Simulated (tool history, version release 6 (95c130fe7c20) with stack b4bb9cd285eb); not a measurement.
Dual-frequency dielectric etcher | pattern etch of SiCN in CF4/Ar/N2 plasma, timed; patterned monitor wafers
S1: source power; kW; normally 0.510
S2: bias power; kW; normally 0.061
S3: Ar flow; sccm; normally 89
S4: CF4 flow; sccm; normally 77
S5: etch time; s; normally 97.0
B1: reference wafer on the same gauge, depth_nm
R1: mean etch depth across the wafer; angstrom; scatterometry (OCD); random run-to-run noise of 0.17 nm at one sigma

run 1 day=0.000 | S1=0.510 S2=0.061 S3=89 S4=77 S5=97.0 | B1=93.8 | R1=837
run 2 day=1.133 | S1=0.510 S2=0.061 S3=89 S4=77 S5=97.0 | B1=93.7 | R1=835
-- day=3.225 wet clean of the chamber
run 3 day=3.246 | S1=0.510 S2=0.061 S3=89 S4=77 S5=97.0 | B1=93.7 | R1=841
run 4 day=4.146 | S1=0.510 S2=0.061 S3=89 S4=73 S5=97.0 | B1=93.7 | R1=829
run 5 day=6.000 | S1=0.510 S2=0.061 S3=89 S4=73 S5=97.0 | B1=93.7 | R1=833
run 6 day=7.579 | S1=0.510 S2=0.061 S3=89 S4=73 S5=97.0 | B1=93.7 | R1=832
run 7 day=9.242 | S1=0.510 S2=0.061 S3=89 S4=77 S5=97.0 | B1=93.7 | R1=834
run 8 day=11.700 | S1=0.510 S2=0.061 S3=89 S4=77 S5=97.0 | B1=93.7 | R1=835
-- day=12.617 CF4 flow controller replaced
run 9 day=12.867 | S1=0.580 S2=0.061 S3=89 S4=77 S5=90.5 | B1=93.7 | R1=832
run 10 day=14.488 | S1=0.510 S2=0.061 S3=89 S4=77 S5=97.0 | B1=93.7 | R1=834
run 11 day=16.467 | S1=0.510 S2=0.061 S3=89 S4=77 S5=97.0 | B1=93.7 | R1=830
-- day=17.846 wet clean of the chamber
run 12 day=17.867 | S1=0.510 S2=0.061 S3=89 S4=77 S5=97.0 | B1=93.7 | R1=836
run 13 day=20.312 | S1=0.510 S2=0.061 S3=89 S4=77 S5=97.0 | B1=93.7 | R1=834
run 14 day=21.525 | S1=0.510 S2=0.061 S3=89 S4=77 S5=97.0 | B1=93.6 | R1=835
run 15 day=23.279 | S1=0.510 S2=0.061 S3=89 S4=94 S5=97.0 | B1=93.6 | R1=859
run 16 day=25.771 | S1=0.560 S2=0.061 S3=89 S4=68 S5=97.0 | B1=93.7 | R1=855
-- day=26.171 bias power generator calibrated
-- day=26.450 Ar flow controller replaced
-- day=26.625 source power generator calibrated
-- day=26.808 gauge calibrated
-- day=26.942 upper electrode replaced
run 17 day=27.142 | S1=0.510 S2=0.061 S3=89 S4=67 S5=97.0 | B1=93.7 | R1=827
run 18 day=29.125 | S1=0.510 S2=0.061 S3=89 S4=95 S5=97.0 | B1=93.7 | R1=873
run 19 day=31.088 | S1=0.510 S2=0.070 S3=89 S4=77 S5=97.0 | B1=93.8 | R1=881
-- day=32.450 wet clean of the chamber
run 20 day=33.596 | S1=0.380 S2=0.061 S3=89 S4=77 S5=97.0 | B1=93.7 | R1=738
run 21 day=35.408 | S1=0.510 S2=0.061 S3=103 S4=77 S5=97.0 | B1=93.7 | R1=818

Alternative continuations, all from the tool just after run 21; predict every row:
run A day=35.425 | S1=0.510 S2=0.061 S3=89 S4=77 S5=77.0 | B1=? | R1=?
run B day=35.425 | S1=0.460 S2=0.061 S3=89 S4=72 S5=97.0 | B1=? | R1=?
run C day=35.425 | S1=0.590 S2=0.071 S3=89 S4=69 S5=105.0 | B1=? | R1=?

run=A B1=93.7 R1=671
run=B B1=93.7 R1=794
run=C B1=93.7 R1=1021
What these runs would have given with no unlogged condition in the tool:
run=A R1=675
run=B R1=799
run=C R1=1027
